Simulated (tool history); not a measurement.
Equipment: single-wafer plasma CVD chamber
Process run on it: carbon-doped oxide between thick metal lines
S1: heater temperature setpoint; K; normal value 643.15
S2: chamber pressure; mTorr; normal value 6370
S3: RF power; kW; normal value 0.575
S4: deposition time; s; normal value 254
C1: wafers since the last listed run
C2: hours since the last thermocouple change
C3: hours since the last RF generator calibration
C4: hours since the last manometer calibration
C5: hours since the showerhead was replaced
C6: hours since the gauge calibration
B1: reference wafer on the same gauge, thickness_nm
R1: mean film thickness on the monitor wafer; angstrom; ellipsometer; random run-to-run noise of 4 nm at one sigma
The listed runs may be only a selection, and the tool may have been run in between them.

run	hour	S1	S2	S3	S4	C1	C2	C3	C4	C5	C6	B1	R1
1	0.0	636.15	6370	0.575	254	0	725.0	937.7	1245.8	5541.9	461.0	1330.443	12284.40
2	68.6	643.15	6370	0.575	254	675	793.6	1006.3	1314.4	5610.5	529.6	1330.688	12009.68
3	95.8	643.15	6370	0.575	254	267	820.8	1033.5	1341.6	5637.7	556.8	1329.681	12031.70
4	238.8	643.15	6370	0.575	254	1407	963.8	1176.5	1484.6	5780.7	699.8	1330.008	11927.47
5	294.3	643.15	6370	0.575	254	546	1019.3	1232.0	1540.1	5836.2	755.3	1330.194	11985.07
6	356.9	643.15	6370	0.575	254	616	1081.9	1294.6	1602.7	5898.8	817.9	1329.421	11939.48
7	401.0	643.15	6370	0.575	254	434	1126.0	1338.7	1646.8	5942.9	862.0	1328.695	11890.90
8	438.9	643.15	6760	0.575	254	373	1163.9	1376.6	1684.7	5980.8	899.9	1329.604	11916.68
9	485.3	643.15	6760	0.575	254	456	1210.3	1423.0	1731.1	6027.2	946.3	1329.997	11881.26
10	548.8	643.15	6760	0.575	254	625	1273.8	1486.5	1794.6	6090.7	1009.8	1330.048	11853.65
# hour 577.7: RF generator calibrated
# hour 596.3: capacitance manometer re-zeroed and calibrated
11	598.0	643.15	6370	0.490	254	326	1323.0	20.3	1.7	6139.9	1059.0	1330.784	11243.73
12	634.3	643.15	6370	0.490	254	357	1359.3	56.6	38.0	6176.2	1095.3	1330.043	11323.36
13	667.4	643.15	6370	0.490	254	325	1392.4	89.7	71.1	6209.3	1128.4	1329.743	11313.19
14	736.2	643.15	6370	0.575	254	677	1461.2	158.5	139.9	6278.1	1197.2	1330.096	12254.41
# hour 791.3: showerhead replaced
15	805.6	643.15	6370	0.575	254	604	1530.6	227.9	209.3	14.3	1266.6	1330.887	12236.89
# hour 821.9: gauge calibrated
16	835.5	643.15	6370	0.505	212	294	1560.5	257.8	239.2	44.2	13.6	1330.176	9605.21
# hour 876.2: thermocouple changed; heater temperature recalibrated
17	880.6	643.15	6370	0.460	254	365	4.4	302.9	284.3	89.3	58.7	1330.349	10906.24
18	915.9	648.15	7760	0.675	287	347	39.7	338.2	319.6	124.6	94.0	1330.121	15106.63
19	946.9	643.15	6370	0.575	254	305	70.7	369.2	350.6	155.6	125.0	1330.070	12241.17
20	999.7	643.15	6370	0.575	232	519	123.5	422.0	403.4	208.4	177.8	1328.853	11255.19
21	1046.3	652.15	7230	0.605	289	458	170.1	468.6	450.0	255.0	224.4	1329.381	14087.32
22	1106.2	643.15	6370	0.490	254	589	230.0	528.5	509.9	314.9	284.3	1329.535	11197.38
23	1161.7	643.15	6370	0.575	254	546	285.5	584.0	565.4	370.4	339.8	1329.233	12261.88
24	1194.1	654.15	5030	0.505	302	318	317.9	616.4	597.8	402.8	372.2	1330.266	12827.88
25	1251.4	643.15	6950	0.575	254	564	375.2	673.7	655.1	460.1	429.5	1329.986	12314.00
26	1288.0	650.15	7350	0.575	254	360	411.8	710.3	691.7	496.7	466.1	1330.500	12228.66

3 options for the next run, each taken on its own from the tool as it stands now. Forecast them:
A	1288.5	643.15	6370	0.575	254	4	412.3	710.8	692.2	497.2	466.6	?	?
B	1288.5	643.15	6370	0.575	283	4	412.3	710.8	692.2	497.2	466.6	?	?
C	1288.5	643.15	6370	0.575	212	4	412.3	710.8	692.2	497.2	466.6	?	?

run	B1	R1
A	1330.050	12150.84
B	1330.050	13535.19
C	1330.050	10145.92
With the hidden condition removed and each run's random variation left untouched, the same runs would have given:
run	R1
A	12259.24
B	13655.94
C	10236.43
